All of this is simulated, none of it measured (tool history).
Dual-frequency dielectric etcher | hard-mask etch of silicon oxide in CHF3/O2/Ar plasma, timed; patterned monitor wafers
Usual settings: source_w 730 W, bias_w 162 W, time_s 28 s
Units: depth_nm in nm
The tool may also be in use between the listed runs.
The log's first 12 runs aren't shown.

run	hour	source_w	bias_w	time_s	wafers since the last listed run	hours since the last wet clean	hours since the last source power generator calibration	hours since the last bias power generator calibration	hours since the last upper electrode change	hours since the gauge calibration	read-back reference wafer on the same gauge, depth_nm	depth_nm
13	151.2	570	189	23	330	152.1	50.7	4222.8	2523.1	29.9	46.5	42.1
14	166.5	730	128	25	289	167.4	66	4238.1	2538.4	45.2	46.5	44.4
# hour 195.1: upper electrode replaced
15	195.6	800	162	23	96	196.5	95.1	4267.2	0.5	74.3	46.5	47.6
16	196	730	162	28	7	196.9	95.5	4267.6	0.9	74.7	46.5	55.2
# hour 201: bias power generator calibrated
17	206.7	600	182	21	126	207.6	106.2	5.7	11.6	85.4	46.5	38.9
18	214.3	890	198	20	143	215.2	113.8	13.3	19.2	93	46.5	47.9
19	229.2	850	136	28	281	230.1	128.7	28.2	34.1	107.9	46.5	55.1
20	246.6	610	146	33	328	247.5	146.1	45.6	51.5	125.3	46.5	56
21	253.3	680	149	25.5	126	254.2	152.8	52.3	58.2	132	46.5	46.4
22	260.3	730	162	28	132	261.2	159.8	59.3	65.2	139	46.5	55.1
23	267.5	730	195	28	136	268.4	167	66.5	72.4	146.2	46.5	59.8
24	283.4	730	162	28	300	284.3	182.9	82.4	88.3	162.1	46.5	55
25	298.5	590	181	24.5	285	299.4	198	97.5	103.4	177.2	46.5	44.5
26	349.5	900	126	24.5	964	350.4	249	148.5	154.4	228.2	46.5	48.2
27	363.6	800	147	28	266	364.5	263.1	162.6	168.5	242.3	46.5	55
28	376.4	630	184	34.5	241	377.3	275.9	175.4	181.3	255.1	46.5	65.7
29	391.5	730	144	28	285	392.4	291	190.5	196.4	270.2	46.5	51.9
30	403.7	660	149	30.5	230	404.6	303.2	202.7	208.6	282.4	46.5	54.3

Forecast each of these 4 alternatives for the next run:
A	404.1	730	162	28	7	405	303.6	203.1	209	282.8	?	?
B	404.1	800	180	25	7	405	303.6	203.1	209	282.8	?	?
C	404.1	730	162	34	7	405	303.6	203.1	209	282.8	?	?
D	404.1	800	180	31	7	405	303.6	203.1	209	282.8	?	?

run	read-back reference wafer on the same gauge, depth_nm	depth_nm
A	46.5	54.9
B	46.5	54
C	46.5	66.7
D	46.5	67
Without the tool's hidden state the same runs would have given:
run	depth_nm
A	55.6
B	54.7
C	67.5
D	67.8

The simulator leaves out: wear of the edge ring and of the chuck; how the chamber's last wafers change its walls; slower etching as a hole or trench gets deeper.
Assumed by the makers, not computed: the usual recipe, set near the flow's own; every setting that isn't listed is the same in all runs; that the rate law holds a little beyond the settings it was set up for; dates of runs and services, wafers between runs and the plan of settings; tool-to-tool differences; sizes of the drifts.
